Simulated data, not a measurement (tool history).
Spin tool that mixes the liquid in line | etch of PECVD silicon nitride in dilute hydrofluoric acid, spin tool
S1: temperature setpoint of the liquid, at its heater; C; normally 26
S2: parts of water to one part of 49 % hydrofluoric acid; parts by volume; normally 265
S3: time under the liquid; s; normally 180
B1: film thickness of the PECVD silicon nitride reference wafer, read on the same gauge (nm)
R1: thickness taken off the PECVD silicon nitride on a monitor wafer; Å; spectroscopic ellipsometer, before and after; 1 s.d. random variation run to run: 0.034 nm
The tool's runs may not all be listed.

| run | hour | S1 | S2 | S3 | B1 | R1 |
|---|---|---|---|---|---|---|
| 1 | 0 | 26 | 265 | 180 | 120.003 | 18.6 |
| 2 | 24.5 | 26 | 265 | 180 | 120.006 | 19.11 |
| 3 | 155.3 | 26 | 265 | 180 | 120.008 | 19.43 |
| 4 | 220.5 | 26 | 165 | 225 | 120.013 | 38.59 |
| 5 | 278.2 | 28 | 345 | 180 | 120.01 | 16.48 |
|  | 305.9 | thermometer replaced |
| 6 | 306.7 | 28 | 345 | 180 | 120.009 | 18.06 |
| 7 | 334.2 | 28 | 345 | 180 | 120.008 | 17.91 |
| 8 | 359.5 | 26 | 265 | 180 | 120.022 | 21.67 |
| 9 | 407.1 | 26 | 265 | 180 | 120.014 | 20.91 |
| 10 | 453 | 26 | 265 | 180 | 119.999 | 20.62 |
| 11 | 479.8 | 26 | 265 | 180 | 120.009 | 20.47 |
| 12 | 504.3 | 26 | 265 | 180 | 120.004 | 20.82 |
| 13 | 536.5 | 23 | 300 | 180 | 120.031 | 15.94 |
| 14 | 575.6 | 24.5 | 265 | 180 | 120.011 | 18.91 |
| 15 | 610.2 | 26 | 265 | 180 | 119.996 | 21.09 |
|  | 646.1 | thermometer replaced, repeated, since the last time left the tool worse |
| 16 | 663.3 | 28 | 265 | 120 | 120.011 | 13.62 |
| 17 | 730.9 | 26 | 265 | 180 | 120.033 | 17.9 |
|  | 766.9 | gauge calibrated |
| 18 | 794.8 | 26 | 340 | 180 | 119.999 | 13.84 |
| 19 | 828.6 | 29.5 | 160 | 100 | 119.965 | 21.18 |
|  | 863 | hydrofluoric acid flow meter replaced |
| 20 | 898.1 | 26 | 265 | 180 | 120.004 | 17.8 |

Run 21 is up next; what results do you expect?
| 21 | 935.9 | 26 | 265 | 180 | ? | ? |

Run 21 gave B1 120.019, R1 18.66 Å.
Were there no unlogged condition in the tool, this run, its random variation unchanged, would have produced R1 18.17 Å.
